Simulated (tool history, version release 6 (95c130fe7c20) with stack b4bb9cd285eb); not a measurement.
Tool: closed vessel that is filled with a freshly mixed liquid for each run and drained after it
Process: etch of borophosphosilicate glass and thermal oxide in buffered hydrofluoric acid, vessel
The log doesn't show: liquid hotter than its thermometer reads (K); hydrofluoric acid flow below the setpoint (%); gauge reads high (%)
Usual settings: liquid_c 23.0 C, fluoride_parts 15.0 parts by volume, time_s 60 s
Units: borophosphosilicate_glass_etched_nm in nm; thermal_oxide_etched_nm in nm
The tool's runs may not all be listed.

run     day  liquid_c  fluoride_parts  time_s  wafers since the last listed run  hours since the thermometer was replaced  hours since the hydrofluoric acid flow meter was replaced  hours since the gauge calibration  read-back film thickness of the borophosphosilicate glass reference wafer, read on the same gauge (nm)  read-back film thickness of the thermal oxide reference wafer, read on the same gauge (nm)  borophosphosilicate_glass_etched_nm  thermal_oxide_etched_nm
  1   0.000      23.0            15.0      55                                 0                                     762.0                                                      231.0                              826.5                                                                                                  130.01                                                                                       80.04                                83.08                    36.53
  2   1.404      23.0            15.0      60                              4747                                     795.7                                                      264.7                              860.2                                                                                                  130.00                                                                                       80.02                                89.31                    40.03
      2.496  -- gauge calibrated
  3   2.842      23.0            15.0      60                              4860                                     830.2                                                      299.2                                8.3                                                                                                  130.01                                                                                       79.96                                90.32                    40.11
  4   3.900      23.0            15.0      60                              3578                                     855.6                                                      324.6                               33.7                                                                                                  130.02                                                                                       79.96                                88.79                    39.13
  5   5.271      23.0            15.0      60                              4635                                     888.5                                                      357.5                               66.6                                                                                                  129.98                                                                                       79.99                                89.81                    39.36
  6   6.367      23.0            15.0      60                              3705                                     914.8                                                      383.8                               92.9                                                                                                  129.98                                                                                       79.99                                88.21                    39.71
  7   7.708      23.0            15.0      60                              4536                                     947.0                                                      416.0                              125.1                                                                                                  130.03                                                                                       80.01                                90.53                    39.60
  8   8.662      23.0            15.0      60                              3226                                     969.9                                                      438.9                              148.0                                                                                                  130.03                                                                                       80.00                                88.48                    39.45
  9   9.946      18.5            10.5      40                              4339                                    1000.7                                                      469.7                              178.8                                                                                                  130.03                                                                                       79.98                                66.72                    29.05
 10  10.579      27.5            17.0      80                              2141                                    1015.9                                                      484.9                              194.0                                                                                                  129.98                                                                                       79.99                               134.60                    59.04
 11  12.004      28.0            15.0      60                              4818                                    1050.1                                                      519.1                              228.2                                                                                                  130.01                                                                                       80.06                               114.95                    51.07
 12  13.100      25.0            15.0      40                              3705                                    1076.4                                                      545.4                              254.5                                                                                                  130.01                                                                                       80.03                                66.75                    28.71
 13  14.429      23.0            15.0      60                              4494                                    1108.3                                                      577.3                              286.4                                                                                                  130.03                                                                                       79.98                                87.72                    39.14
     14.629  -- thermometer replaced
 14  15.162      26.5            15.0      30                              2338                                      12.8                                                      594.9                              304.0                                                                                                  130.00                                                                                       79.94                                45.49                    20.57
     15.904  -- hydrofluoric acid flow meter replaced
 15  16.421      21.5            13.0      35                              4113                                      43.0                                                       12.4                              334.2                                                                                                  130.00                                                                                       79.96                                53.15                    23.41
 16  17.200      23.0            15.0      60                              2634                                      61.7                                                       31.1                              352.9                                                                                                  130.00                                                                                       80.00                                84.58                    37.64
 17  18.604      23.0            15.0      60                              4747                                      95.4                                                       64.8                              386.6                                                                                                  130.04                                                                                       79.97                                86.08                    37.86
 18  20.096      23.0            15.0      50                              5043                                     131.2                                                      100.6                              422.4                                                                                                  130.02                                                                                       79.97                                71.18                    31.30
 19  20.662      23.0            10.0      60                              1915                                     144.8                                                      114.2                              436.0                                                                                                  129.99                                                                                       80.02                               126.32                    56.03
 20  21.183      23.0            11.5      40                              1761                                     157.3                                                      126.7                              448.5                                                                                                  129.99                                                                                       80.00                                74.54                    32.59
 21  22.479      23.0            15.0      30                              4381                                     188.4                                                      157.8                              479.6                                                                                                  129.97                                                                                       80.00                                43.09                    18.83
 22  23.788      28.0            15.0      60                              4423                                     219.8                                                      189.2                              511.0                                                                                                  130.03                                                                                       79.96                               111.72                    49.45
 23  24.596      27.5            20.0      85                              2733                                     239.2                                                      208.6                              530.4                                                                                                  129.97                                                                                       80.00                               117.13                    51.42
 24  25.742      23.0            15.0      90                              3874                                     266.7                                                      236.1                              557.9                                                                                                  130.01                                                                                       80.01                               125.27                    56.07
 25  26.729      23.0            15.0      60                              3338                                     290.4                                                      259.8                              581.6                                                                                                  129.99                                                                                       79.96                                85.87                    37.39

Forecast each of these 4 alternatives for the next run:
  A  26.758      23.0            17.5      60                                98                                     291.1                                                      260.5                              582.3                                                                                                       ?                                                                                           ?                                    ?                        ?
  B  26.758      23.0             9.5      75                                98                                     291.1                                                      260.5                              582.3                                                                                                       ?                                                                                           ?                                    ?                        ?
  C  26.758      20.5            11.5      85                                98                                     291.1                                                      260.5                              582.3                                                                                                       ?                                                                                           ?                                    ?                        ?
  D  26.758      26.0            15.0      90                                98                                     291.1                                                      260.5                              582.3                                                                                                       ?                                                                                           ?                                    ?                        ?

run  read-back film thickness of the borophosphosilicate glass reference wafer, read on the same gauge (nm)  read-back film thickness of the thermal oxide reference wafer, read on the same gauge (nm)  borophosphosilicate_glass_etched_nm  thermal_oxide_etched_nm
  A                                                                                                  129.99                                                                                       80.03                                72.32                    32.11
  B                                                                                                  129.99                                                                                       80.03                               165.01                    73.03
  C                                                                                                  129.99                                                                                       80.03                               135.28                    59.85
  D                                                                                                  129.99                                                                                       80.03                               148.43                    65.96
Without the tool's hidden state the same runs would have given:
run  borophosphosilicate_glass_etched_nm  thermal_oxide_etched_nm
  A                                73.62                    32.67
  B                               165.03                    72.97
  C                               137.62                    60.84
  D                               151.17                    67.15
